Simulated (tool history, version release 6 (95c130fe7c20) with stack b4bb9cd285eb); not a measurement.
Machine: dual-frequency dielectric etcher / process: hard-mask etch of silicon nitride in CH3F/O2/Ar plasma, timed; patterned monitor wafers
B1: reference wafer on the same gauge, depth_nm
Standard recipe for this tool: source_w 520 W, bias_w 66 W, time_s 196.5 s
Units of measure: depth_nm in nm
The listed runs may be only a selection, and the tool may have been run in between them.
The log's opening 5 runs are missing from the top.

run 6 hour=69.4 | source_w=520 bias_w=66 time_s=196.5 | B1=149.9 | depth_nm=147.8
run 7 hour=80.7 | source_w=520 bias_w=66 time_s=196.5 | B1=150.0 | depth_nm=146.5
run 8 hour=88.0 | source_w=520 bias_w=66 time_s=196.5 | B1=150.1 | depth_nm=146.4
run 9 hour=104.2 | source_w=520 bias_w=55 time_s=196.5 | B1=150.1 | depth_nm=141.7
run 10 hour=111.5 | source_w=520 bias_w=55 time_s=196.5 | B1=150.2 | depth_nm=141.0
run 11 hour=121.7 | source_w=520 bias_w=53 time_s=208.5 | B1=150.2 | depth_nm=148.8
run 12 hour=129.0 | source_w=520 bias_w=53 time_s=208.5 | B1=150.2 | depth_nm=149.3
run 13 hour=141.5 | source_w=520 bias_w=53 time_s=208.5 | B1=150.0 | depth_nm=148.2
run 14 hour=156.3 | source_w=520 bias_w=66 time_s=196.5 | B1=150.2 | depth_nm=145.0
-- hour=169.2 source power generator calibrated
run 15 hour=170.2 | source_w=520 bias_w=66 time_s=196.5 | B1=149.9 | depth_nm=145.2
-- hour=200.9 upper electrode replaced
-- hour=207.9 bias power generator calibrated
-- hour=220.4 gauge calibrated
-- hour=222.1 wet clean of the chamber
run 16 hour=222.6 | source_w=520 bias_w=78 time_s=240.5 | B1=150.1 | depth_nm=188.5
run 17 hour=222.9 | source_w=420 bias_w=71 time_s=177.5 | B1=149.9 | depth_nm=124.5
run 18 hour=223.3 | source_w=520 bias_w=66 time_s=196.5 | B1=149.9 | depth_nm=150.6
run 19 hour=223.7 | source_w=520 bias_w=66 time_s=196.5 | B1=150.0 | depth_nm=149.7
run 20 hour=233.4 | source_w=520 bias_w=66 time_s=196.5 | B1=149.8 | depth_nm=149.1
run 21 hour=244.0 | source_w=520 bias_w=66 time_s=246.5 | B1=150.1 | depth_nm=187.7
run 22 hour=256.4 | source_w=430 bias_w=53 time_s=196.5 | B1=149.9 | depth_nm=131.5
run 23 hour=266.2 | source_w=470 bias_w=55 time_s=196.5 | B1=150.0 | depth_nm=137.9
run 24 hour=277.6 | source_w=520 bias_w=66 time_s=196.5 | B1=149.9 | depth_nm=148.9
run 25 hour=291.5 | source_w=460 bias_w=58 time_s=252.0 | B1=149.9 | depth_nm=175.4
run 26 hour=299.8 | source_w=520 bias_w=66 time_s=241.0 | B1=150.0 | depth_nm=181.9
run 27 hour=309.0 | source_w=430 bias_w=66 time_s=196.5 | B1=149.9 | depth_nm=135.4
run 28 hour=316.4 | source_w=460 bias_w=53 time_s=196.5 | B1=149.8 | depth_nm=135.1
run 29 hour=327.4 | source_w=430 bias_w=57 time_s=216.5 | B1=150.2 | depth_nm=144.6
run 30 hour=337.6 | source_w=520 bias_w=66 time_s=196.5 | B1=149.9 | depth_nm=147.7

3 ways to go on from here, each from the tool as it stands after run 30. What would each give?
run A hour=338.1 | source_w=520 bias_w=66 time_s=179.5 | B1=? | depth_nm=?
run B hour=338.1 | source_w=610 bias_w=52 time_s=148.0 | B1=? | depth_nm=?
run C hour=338.1 | source_w=520 bias_w=52 time_s=144.5 | B1=? | depth_nm=?

run=A B1=150.0 depth_nm=134.5
run=B B1=150.0 depth_nm=114.1
run=C B1=150.0 depth_nm=103.7
With no hidden state in the tool, these same runs would have given:
run=A depth_nm=136.4
run=B depth_nm=115.8
run=C depth_nm=105.3

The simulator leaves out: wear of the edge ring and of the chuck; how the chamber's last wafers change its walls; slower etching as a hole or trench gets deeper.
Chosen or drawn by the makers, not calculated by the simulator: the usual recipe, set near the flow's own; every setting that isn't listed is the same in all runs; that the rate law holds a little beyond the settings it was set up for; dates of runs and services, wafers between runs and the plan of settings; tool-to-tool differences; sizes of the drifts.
